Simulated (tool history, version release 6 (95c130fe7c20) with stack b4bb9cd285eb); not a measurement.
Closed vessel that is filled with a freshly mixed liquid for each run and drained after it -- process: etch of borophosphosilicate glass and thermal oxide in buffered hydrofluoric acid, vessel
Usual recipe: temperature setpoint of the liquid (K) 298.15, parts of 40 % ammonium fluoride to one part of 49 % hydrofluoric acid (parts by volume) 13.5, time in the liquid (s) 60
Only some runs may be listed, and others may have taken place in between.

run,day,temperature setpoint of the liquid (K),parts of 40 % ammonium fluoride to one part of 49 % hydrofluoric acid (parts by volume),time in the liquid (s),"read-back film thickness of the borophosphosilicate glass reference wafer, read on the same gauge (nm)","read-back film thickness of the thermal oxide reference wafer, read on the same gauge (nm)",thickness taken off the borophosphosilicate glass on a monitor wafer (nm),thickness taken off the thermal oxide on a monitor wafer (nm)
1,0.000,298.15,13.5,60,48.03,95.99,89.72,53.80
2,1.275,298.15,13.5,60,47.96,95.80,88.07,53.97
# day 3.562: hydrofluoric acid flow meter replaced
3,6.133,298.15,13.5,60,47.52,95.15,89.35,53.77
4,7.838,298.15,13.5,60,47.45,94.85,88.00,53.33
# day 9.788: thermometer replaced
5,9.821,298.15,13.5,60,47.26,94.57,87.59,53.11
6,11.129,298.15,13.5,60,47.15,94.34,87.33,53.09
7,12.329,298.15,13.5,60,47.07,94.21,86.89,52.72
8,14.033,300.15,15.0,60,46.95,93.89,88.48,53.46
9,15.717,298.15,9.0,60,46.78,93.56,124.96,74.69
10,17.196,301.65,13.5,60,46.67,93.32,106.06,62.99
11,20.021,301.15,18.5,35,46.44,92.84,43.47,26.23
12,22.483,298.15,13.5,40,46.15,92.39,57.61,34.59
13,25.125,298.15,13.5,60,45.95,91.84,84.79,51.85
# day 26.458: gauge calibrated
14,27.154,300.15,8.5,60,49.31,98.61,158.83,93.97
15,29.483,299.65,13.5,95,49.31,98.59,156.58,94.62
16,32.267,298.15,13.5,60,49.30,98.56,90.74,55.63
17,34.204,295.65,17.0,90,49.26,98.51,96.63,57.93
18,36.821,294.65,17.5,40,49.27,98.47,39.44,23.53
19,39.367,298.15,13.5,60,49.19,98.41,90.22,55.38
20,40.708,298.15,13.5,60,49.22,98.33,90.38,55.22
21,42.208,298.15,13.5,95,49.16,98.36,144.36,87.02
22,44.696,298.15,8.5,40,49.10,98.19,93.40,56.01
23,45.821,298.15,19.0,60,49.07,98.11,65.36,39.47
24,47.946,298.15,13.5,60,49.07,98.01,92.89,54.76
25,50.204,296.15,13.5,35,48.98,97.88,47.92,28.70

4 ways to go on from here, each from the tool as it stands after run 25. What would each give?
A,50.233,298.15,18.0,60,?,?,?,?
B,50.233,293.65,19.0,80,?,?,?,?
C,50.233,298.15,13.5,35,?,?,?,?
D,50.233,293.15,9.5,85,?,?,?,?

run,"read-back film thickness of the borophosphosilicate glass reference wafer, read on the same gauge (nm)","read-back film thickness of the thermal oxide reference wafer, read on the same gauge (nm)",thickness taken off the borophosphosilicate glass on a monitor wafer (nm),thickness taken off the thermal oxide on a monitor wafer (nm)
A,48.96,97.95,67.20,41.29
B,48.96,97.95,66.43,40.73
C,48.96,97.95,52.07,31.96
D,48.96,97.95,133.68,81.59
What these runs would have given with no unlogged condition in the tool:
run,thickness taken off the borophosphosilicate glass on a monitor wafer (nm),thickness taken off the thermal oxide on a monitor wafer (nm)
A,68.62,42.16
B,67.84,41.59
C,53.17,32.63
D,136.50,83.31
